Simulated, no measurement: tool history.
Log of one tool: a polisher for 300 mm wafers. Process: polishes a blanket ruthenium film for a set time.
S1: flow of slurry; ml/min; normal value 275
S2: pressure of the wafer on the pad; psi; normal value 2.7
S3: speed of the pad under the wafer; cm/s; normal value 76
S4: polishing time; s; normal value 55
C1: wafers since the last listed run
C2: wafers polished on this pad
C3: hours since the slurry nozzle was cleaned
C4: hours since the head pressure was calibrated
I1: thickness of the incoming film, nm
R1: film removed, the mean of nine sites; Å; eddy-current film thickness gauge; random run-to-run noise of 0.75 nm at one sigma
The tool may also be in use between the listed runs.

run 1 hour=0 | S1=275 S2=2.1 S3=76 S4=69 | C1=0 C2=2845 C3=407.6 C4=558.6 | I1=583.4 | R1=480
-- hour=10.6 head pressure recalibrated
run 2 hour=35.7 | S1=275 S2=2.1 S3=76 S4=69 | C1=330 C2=3175 C3=443.3 C4=25.1 | I1=588.6 | R1=534
-- hour=40.9 worn pad replaced by a new one
run 3 hour=79.2 | S1=275 S2=2.1 S3=76 S4=69 | C1=386 C2=374 C3=486.8 C4=68.6 | I1=597.5 | R1=554
run 4 hour=136.6 | S1=275 S2=2.7 S3=76 S4=55 | C1=562 C2=937 C3=544.2 C4=126 | I1=592.4 | R1=546
run 5 hour=191 | S1=275 S2=2.7 S3=76 S4=55 | C1=532 C2=1469 C3=598.6 C4=180.4 | I1=590.2 | R1=532
run 6 hour=236.2 | S1=205 S2=2.7 S3=76 S4=55 | C1=442 C2=1912 C3=643.8 C4=225.6 | I1=591.3 | R1=512
run 7 hour=287 | S1=205 S2=2.7 S3=76 S4=55 | C1=497 C2=2410 C3=694.6 C4=276.4 | I1=587 | R1=509
run 8 hour=324.6 | S1=275 S2=2.7 S3=76 S4=55 | C1=368 C2=2778 C3=732.2 C4=314 | I1=600.9 | R1=506
-- hour=338.2 slurry nozzle cleaned
-- hour=387.8 worn pad replaced by a new one
run 9 hour=392.8 | S1=275 S2=2.7 S3=96 S4=55 | C1=619 C2=48 C3=54.6 C4=382.2 | I1=591.8 | R1=653
run 10 hour=424.2 | S1=275 S2=2.7 S3=96 S4=55 | C1=307 C2=356 C3=86 C4=413.6 | I1=601.2 | R1=653
run 11 hour=458.2 | S1=275 S2=2.7 S3=96 S4=55 | C1=333 C2=689 C3=120 C4=447.6 | I1=587 | R1=649
run 12 hour=504.8 | S1=275 S2=2.7 S3=76 S4=55 | C1=456 C2=1145 C3=166.6 C4=494.2 | I1=585.6 | R1=509
run 13 hour=543.5 | S1=275 S2=2.7 S3=76 S4=55 | C1=379 C2=1524 C3=205.3 C4=532.9 | I1=591.3 | R1=509
run 14 hour=609 | S1=275 S2=2.7 S3=76 S4=55 | C1=641 C2=2166 C3=270.8 C4=598.4 | I1=594.1 | R1=505
-- hour=626.9 head pressure recalibrated
run 15 hour=641.6 | S1=275 S2=2.7 S3=76 S4=63 | C1=299 C2=2466 C3=303.4 C4=14.7 | I1=593.8 | R1=630
run 16 hour=668.5 | S1=275 S2=2.7 S3=76 S4=63 | C1=263 C2=2729 C3=330.3 C4=41.6 | I1=591.6 | R1=604
run 17 hour=718.2 | S1=335 S2=2.7 S3=76 S4=55 | C1=486 C2=3216 C3=380 C4=91.3 | I1=597.1 | R1=518
run 18 hour=774.4 | S1=220 S2=2.1 S3=60 S4=64 | C1=550 C2=3767 C3=436.2 C4=147.5 | I1=585.9 | R1=351
-- hour=787.1 worn pad replaced by a new one
run 19 hour=959.2 | S1=235 S2=3.5 S3=58 S4=47 | C1=1771 C2=1685 C3=621 C4=332.3 | I1=589.6 | R1=421
-- hour=1101.3 slurry nozzle cleaned
run 20 hour=1134.7 | S1=275 S2=2.4 S3=76 S4=47 | C1=1709 C2=3394 C3=33.4 C4=507.8 | I1=593.2 | R1=362
run 21 hour=1194.8 | S1=275 S2=2.7 S3=76 S4=65 | C1=588 C2=3983 C3=93.5 C4=567.9 | I1=588.7 | R1=545
-- hour=1199.1 worn pad replaced by a new one
run 22 hour=1228.6 | S1=275 S2=2.7 S3=76 S4=55 | C1=291 C2=289 C3=127.3 C4=601.7 | I1=590.1 | R1=491
-- hour=1276 head pressure recalibrated
run 23 hour=1286.4 | S1=275 S2=2.7 S3=98 S4=55 | C1=546 C2=835 C3=185.1 C4=10.4 | I1=587.4 | R1=740
run 24 hour=1322.9 | S1=275 S2=2.7 S3=76 S4=65 | C1=357 C2=1193 C3=221.6 C4=46.9 | I1=579.9 | R1=680
run 25 hour=1374.9 | S1=275 S2=2.7 S3=76 S4=55 | C1=509 C2=1702 C3=273.6 C4=98.9 | I1=590.8 | R1=541
run 26 hour=1444.5 | S1=330 S2=3.5 S3=68 S4=39 | C1=681 C2=2384 C3=343.2 C4=168.5 | I1=583.6 | R1=423
run 27 hour=1510.4 | S1=275 S2=2.7 S3=76 S4=55 | C1=645 C2=3030 C3=409.1 C4=234.4 | I1=581.3 | R1=511
run 28 hour=1572.9 | S1=275 S2=2.7 S3=76 S4=65 | C1=612 C2=3642 C3=471.6 C4=296.9 | I1=594.8 | R1=590
-- hour=1591.4 worn pad replaced by a new one
run 29 hour=1599.1 | S1=275 S2=2.7 S3=76 S4=55 | C1=217 C2=75 C3=497.8 C4=323.1 | I1=576.9 | R1=521
run 30 hour=1628.5 | S1=275 S2=3.2 S3=76 S4=55 | C1=287 C2=363 C3=527.2 C4=352.5 | I1=584 | R1=616
run 31 hour=1675 | S1=205 S2=3.1 S3=98 S4=49 | C1=455 C2=819 C3=573.7 C4=399 | I1=585.1 | R1=693
run 32 hour=1729 | S1=185 S2=3.5 S3=60 S4=49 | C1=528 C2=1348 C3=627.7 C4=453 | I1=597.7 | R1=458
run 33 hour=1788.4 | S1=230 S2=2.7 S3=76 S4=37 | C1=581 C2=1930 C3=687.1 C4=512.4 | I1=582.2 | R1=344
run 34 hour=1836.6 | S1=300 S2=2.7 S3=88 S4=55 | C1=472 C2=2402 C3=735.3 C4=560.6 | I1=595.1 | R1=583

Branching from run 34: 5 alternative next runs. What would each branch give?
run A hour=1837 | S1=275 S2=2.7 S3=58 S4=55 | C1=3 C2=2406 C3=735.7 C4=561 | I1=590.6 | R1=?
run B hour=1837 | S1=275 S2=3.5 S3=76 S4=55 | C1=3 C2=2406 C3=735.7 C4=561 | I1=590.6 | R1=?
run C hour=1837 | S1=275 S2=2.7 S3=90 S4=60 | C1=3 C2=2406 C3=735.7 C4=561 | I1=590.6 | R1=?
run D hour=1837 | S1=245 S2=2.3 S3=90 S4=67 | C1=3 C2=2406 C3=735.7 C4=561 | I1=590.6 | R1=?
run E hour=1837 | S1=275 S2=2.3 S3=76 S4=55 | C1=3 C2=2406 C3=735.7 C4=561 | I1=590.6 | R1=?

run=A R1=389
run=B R1=658
run=C R1=659
run=D R1=624
run=E R1=436
Without the tool's hidden state the same runs would have given:
run=A R1=446
run=B R1=753
run=C R1=754
run=D R1=715
run=E R1=499

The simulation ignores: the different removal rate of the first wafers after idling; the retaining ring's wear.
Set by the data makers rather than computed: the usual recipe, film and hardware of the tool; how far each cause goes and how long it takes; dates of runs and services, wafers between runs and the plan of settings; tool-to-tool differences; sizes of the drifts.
